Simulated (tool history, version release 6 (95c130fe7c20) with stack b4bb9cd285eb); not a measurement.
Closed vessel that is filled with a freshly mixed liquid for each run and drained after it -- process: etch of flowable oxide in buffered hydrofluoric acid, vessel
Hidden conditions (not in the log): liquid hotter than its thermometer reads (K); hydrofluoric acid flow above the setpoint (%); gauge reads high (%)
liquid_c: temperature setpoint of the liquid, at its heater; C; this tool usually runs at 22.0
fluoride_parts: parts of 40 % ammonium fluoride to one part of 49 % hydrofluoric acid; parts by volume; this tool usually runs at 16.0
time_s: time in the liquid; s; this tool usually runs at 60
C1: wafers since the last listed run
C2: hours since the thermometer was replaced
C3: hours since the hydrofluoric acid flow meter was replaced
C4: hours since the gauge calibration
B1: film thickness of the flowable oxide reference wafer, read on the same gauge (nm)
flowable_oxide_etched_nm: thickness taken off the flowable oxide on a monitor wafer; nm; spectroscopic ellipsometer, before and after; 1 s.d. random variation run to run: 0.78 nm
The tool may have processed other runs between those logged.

run 1 day=0.000 | liquid_c=22.0 fluoride_parts=16.0 time_s=60 | C1=0 C2=2077.7 C3=489.3 C4=126.3 | B1=30.01 | flowable_oxide_etched_nm=91.49
run 2 day=0.888 | liquid_c=22.0 fluoride_parts=16.0 time_s=60 | C1=2876 C2=2099.0 C3=510.6 C4=147.6 | B1=29.99 | flowable_oxide_etched_nm=92.43
run 3 day=1.992 | liquid_c=22.0 fluoride_parts=16.0 time_s=60 | C1=3578 C2=2125.5 C3=537.1 C4=174.1 | B1=30.01 | flowable_oxide_etched_nm=91.10
run 4 day=3.379 | liquid_c=22.0 fluoride_parts=16.0 time_s=60 | C1=4497 C2=2158.8 C3=570.4 C4=207.4 | B1=30.03 | flowable_oxide_etched_nm=91.78
run 5 day=4.575 | liquid_c=22.0 fluoride_parts=16.0 time_s=60 | C1=3875 C2=2187.5 C3=599.1 C4=236.1 | B1=29.96 | flowable_oxide_etched_nm=91.68
run 6 day=5.933 | liquid_c=22.0 fluoride_parts=16.0 time_s=60 | C1=4402 C2=2220.1 C3=631.7 C4=268.7 | B1=30.01 | flowable_oxide_etched_nm=92.19
-- day=6.688 hydrofluoric acid flow meter replaced
run 7 day=7.192 | liquid_c=22.0 fluoride_parts=16.0 time_s=45 | C1=3943 C2=2250.3 C3=12.1 C4=298.9 | B1=29.96 | flowable_oxide_etched_nm=69.79
run 8 day=8.446 | liquid_c=22.0 fluoride_parts=16.0 time_s=45 | C1=4064 C2=2280.4 C3=42.2 C4=329.0 | B1=29.99 | flowable_oxide_etched_nm=68.57
run 9 day=9.733 | liquid_c=17.0 fluoride_parts=16.0 time_s=60 | C1=4172 C2=2311.3 C3=73.1 C4=359.9 | B1=30.02 | flowable_oxide_etched_nm=68.46
-- day=10.729 gauge calibrated
run 10 day=10.746 | liquid_c=22.0 fluoride_parts=11.5 time_s=75 | C1=3281 C2=2335.6 C3=97.4 C4=0.4 | B1=30.00 | flowable_oxide_etched_nm=157.08
-- day=10.850 thermometer replaced
run 11 day=11.908 | liquid_c=22.0 fluoride_parts=16.0 time_s=60 | C1=3632 C2=25.4 C3=125.3 C4=28.3 | B1=30.04 | flowable_oxide_etched_nm=91.87
run 12 day=12.850 | liquid_c=22.0 fluoride_parts=16.0 time_s=60 | C1=3052 C2=48.0 C3=147.9 C4=50.9 | B1=30.00 | flowable_oxide_etched_nm=90.98
run 13 day=13.717 | liquid_c=22.0 fluoride_parts=16.0 time_s=60 | C1=2808 C2=68.8 C3=168.7 C4=71.7 | B1=30.01 | flowable_oxide_etched_nm=93.48
run 14 day=14.892 | liquid_c=17.5 fluoride_parts=11.5 time_s=30 | C1=3808 C2=97.0 C3=196.9 C4=99.9 | B1=29.99 | flowable_oxide_etched_nm=49.69
run 15 day=15.592 | liquid_c=22.0 fluoride_parts=16.0 time_s=90 | C1=2268 C2=113.8 C3=213.7 C4=116.7 | B1=29.97 | flowable_oxide_etched_nm=135.00
run 16 day=16.883 | liquid_c=19.5 fluoride_parts=11.5 time_s=60 | C1=4186 C2=144.8 C3=244.7 C4=147.7 | B1=29.99 | flowable_oxide_etched_nm=111.77

Consider 4 possible next runs. They are alternatives, not a sequence: every one starts from the tool as it was left by run 16. What does each give?
run A day=16.912 | liquid_c=22.0 fluoride_parts=16.0 time_s=60 | C1=94 C2=145.5 C3=245.4 C4=148.4 | B1=? | flowable_oxide_etched_nm=?
run B day=16.912 | liquid_c=18.5 fluoride_parts=16.0 time_s=60 | C1=94 C2=145.5 C3=245.4 C4=148.4 | B1=? | flowable_oxide_etched_nm=?
run C day=16.912 | liquid_c=24.0 fluoride_parts=22.5 time_s=40 | C1=94 C2=145.5 C3=245.4 C4=148.4 | B1=? | flowable_oxide_etched_nm=?
run D day=16.912 | liquid_c=26.0 fluoride_parts=20.5 time_s=50 | C1=94 C2=145.5 C3=245.4 C4=148.4 | B1=? | flowable_oxide_etched_nm=?

run=A B1=30.05 flowable_oxide_etched_nm=92.50
run=B B1=30.05 flowable_oxide_etched_nm=76.04
run=C B1=30.05 flowable_oxide_etched_nm=50.95
run=D B1=30.05 flowable_oxide_etched_nm=75.71
The same runs, with their run-to-run variation unchanged, on a tool lacking any hidden condition would have given:
run=A flowable_oxide_etched_nm=92.50
run=B flowable_oxide_etched_nm=76.04
run=C flowable_oxide_etched_nm=50.95
run=D flowable_oxide_etched_nm=75.71
